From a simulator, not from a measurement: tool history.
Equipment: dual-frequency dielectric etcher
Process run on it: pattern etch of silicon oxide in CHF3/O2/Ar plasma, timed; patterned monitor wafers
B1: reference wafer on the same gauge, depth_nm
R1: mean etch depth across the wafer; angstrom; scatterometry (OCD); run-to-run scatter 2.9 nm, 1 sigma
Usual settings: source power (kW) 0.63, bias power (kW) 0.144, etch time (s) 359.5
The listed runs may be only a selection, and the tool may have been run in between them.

{"run": 1, "hour": 0.0, "source power (kW)": 0.63, "bias power (kW)": 0.144, "etch time (s)": 359.5, "B1": 639.2, "R1": 7123}
{"run": 2, "hour": 98.6, "source power (kW)": 0.63, "bias power (kW)": 0.144, "etch time (s)": 359.5, "B1": 640.6, "R1": 7106}
{"run": 3, "hour": 162.9, "source power (kW)": 0.58, "bias power (kW)": 0.144, "etch time (s)": 359.5, "B1": 640.8, "R1": 6780}
{"run": 4, "hour": 265.6, "source power (kW)": 0.63, "bias power (kW)": 0.144, "etch time (s)": 359.5, "B1": 639.5, "R1": 6971}
{"run": 5, "hour": 369.1, "source power (kW)": 0.63, "bias power (kW)": 0.144, "etch time (s)": 359.5, "B1": 639.9, "R1": 6974}
{"run": 6, "hour": 457.8, "source power (kW)": 0.63, "bias power (kW)": 0.144, "etch time (s)": 359.5, "B1": 639.7, "R1": 6884}
{"run": 7, "hour": 519.7, "source power (kW)": 0.63, "bias power (kW)": 0.136, "etch time (s)": 443, "B1": 639, "R1": 8368}
{"run": 8, "hour": 621.4, "source power (kW)": 0.63, "bias power (kW)": 0.136, "etch time (s)": 443, "B1": 639.4, "R1": 8298}
{"run": 9, "hour": 667.6, "source power (kW)": 0.63, "bias power (kW)": 0.144, "etch time (s)": 359.5, "B1": 640.4, "R1": 7178}
{"run": 10, "hour": 732.8, "source power (kW)": 0.63, "bias power (kW)": 0.13, "etch time (s)": 359.5, "B1": 640.7, "R1": 6903}
{"run": 11, "hour": 774.4, "source power (kW)": 0.63, "bias power (kW)": 0.144, "etch time (s)": 313.5, "B1": 640.7, "R1": 6210}
{"run": 12, "hour": 827.2, "source power (kW)": 0.63, "bias power (kW)": 0.179, "etch time (s)": 359.5, "B1": 639.3, "R1": 7608}
{"run": 13, "hour": 874.4, "source power (kW)": 0.63, "bias power (kW)": 0.144, "etch time (s)": 359.5, "B1": 640, "R1": 7118}
{"run": 14, "hour": 915.5, "source power (kW)": 0.63, "bias power (kW)": 0.175, "etch time (s)": 359.5, "B1": 640.6, "R1": 7507}
{"run": 15, "hour": 1016.3, "source power (kW)": 0.63, "bias power (kW)": 0.111, "etch time (s)": 263.5, "B1": 640.5, "R1": 4766}
{"run": 16, "hour": 1052.4, "source power (kW)": 0.75, "bias power (kW)": 0.179, "etch time (s)": 466, "B1": 639.9, "R1": 10528}
{"run": 17, "hour": 1147.5, "source power (kW)": 0.63, "bias power (kW)": 0.144, "etch time (s)": 359.5, "B1": 639.4, "R1": 6926}
{"run": 18, "hour": 1192.7, "source power (kW)": 0.63, "bias power (kW)": 0.144, "etch time (s)": 359.5, "B1": 640.1, "R1": 6932}
{"run": 19, "hour": 1292.5, "source power (kW)": 0.63, "bias power (kW)": 0.167, "etch time (s)": 359.5, "B1": 640, "R1": 7166}
{"run": 20, "hour": 1369.9, "source power (kW)": 0.54, "bias power (kW)": 0.144, "etch time (s)": 359.5, "B1": 639.8, "R1": 6562}
{"run": 21, "hour": 1580.1, "source power (kW)": 0.63, "bias power (kW)": 0.144, "etch time (s)": 359.5, "B1": 640.3, "R1": 6943}
{"run": 22, "hour": 1656.7, "source power (kW)": 0.68, "bias power (kW)": 0.116, "etch time (s)": 359.5, "B1": 640.5, "R1": 6830}
{"run": 23, "hour": 1917.6, "source power (kW)": 0.48, "bias power (kW)": 0.13, "etch time (s)": 419.5, "B1": 639.7, "R1": 6700}
{"run": 24, "hour": 1968.5, "source power (kW)": 0.63, "bias power (kW)": 0.144, "etch time (s)": 359.5, "B1": 640.3, "R1": 6875}
{"run": 25, "hour": 2040.4, "source power (kW)": 0.75, "bias power (kW)": 0.111, "etch time (s)": 422.5, "B1": 640.8, "R1": 8470}
{"run": 26, "hour": 2101.3, "source power (kW)": 0.63, "bias power (kW)": 0.144, "etch time (s)": 359.5, "B1": 639.6, "R1": 7108}
{"run": 27, "hour": 2189.1, "source power (kW)": 0.55, "bias power (kW)": 0.116, "etch time (s)": 402, "B1": 640, "R1": 6949}
{"run": 28, "hour": 2282.7, "source power (kW)": 0.7, "bias power (kW)": 0.134, "etch time (s)": 448.5, "B1": 639.9, "R1": 9093}
{"run": 29, "hour": 2365.1, "source power (kW)": 0.49, "bias power (kW)": 0.124, "etch time (s)": 413.5, "B1": 640.1, "R1": 6759}
{"run": 30, "hour": 2460.7, "source power (kW)": 0.63, "bias power (kW)": 0.144, "etch time (s)": 359.5, "B1": 640, "R1": 6901}

Missing from the log above: 8 entries noted between runs. For each, name the pair of listed runs it sits between and say how the tool's hidden condition differs from the listed run just before to the listed run just after:
Between runs 3 and 4: source power generator calibrated (hour 265.1)
  etch rate over this chamber's usual, %: -1.53 -> -2.15
  measured less the result without the state, R1: -106 -> -154 angstrom
Between runs 4 and 5: bias power generator calibrated (hour 335.8)
  etch rate over this chamber's usual, %: -2.15 -> -2.78
  measured less the result without the state, R1: -154 -> -200 angstrom
Between runs 8 and 9: wet clean of the chamber (hour 652.3)
  etch rate over this chamber's usual, %: -4.31 -> 0.0249
  measured less the result without the state, R1: -374 -> +2 angstrom
Between runs 14 and 15: gauge calibrated (hour 982.3); upper electrode replaced (hour 1009.3)
  etch rate over this chamber's usual, %: -1.48 -> -2.09
  measured less the result without the state, R1: -112 -> -101 angstrom
Between runs 19 and 20: wet clean of the chamber (hour 1318)
  etch rate over this chamber's usual, %: -3.76 -> -0.916
  measured less the result without the state, R1: -280 -> -61 angstrom
Between runs 22 and 23: source power generator calibrated (hour 1778.3)
  etch rate over this chamber's usual, %: -2.65 -> -4.23
  measured less the result without the state, R1: -186 -> -297 angstrom
Between runs 24 and 25: wet clean of the chamber (hour 2034)
  etch rate over this chamber's usual, %: -4.54 -> -0.232
  measured less the result without the state, R1: -327 -> -19 angstrom
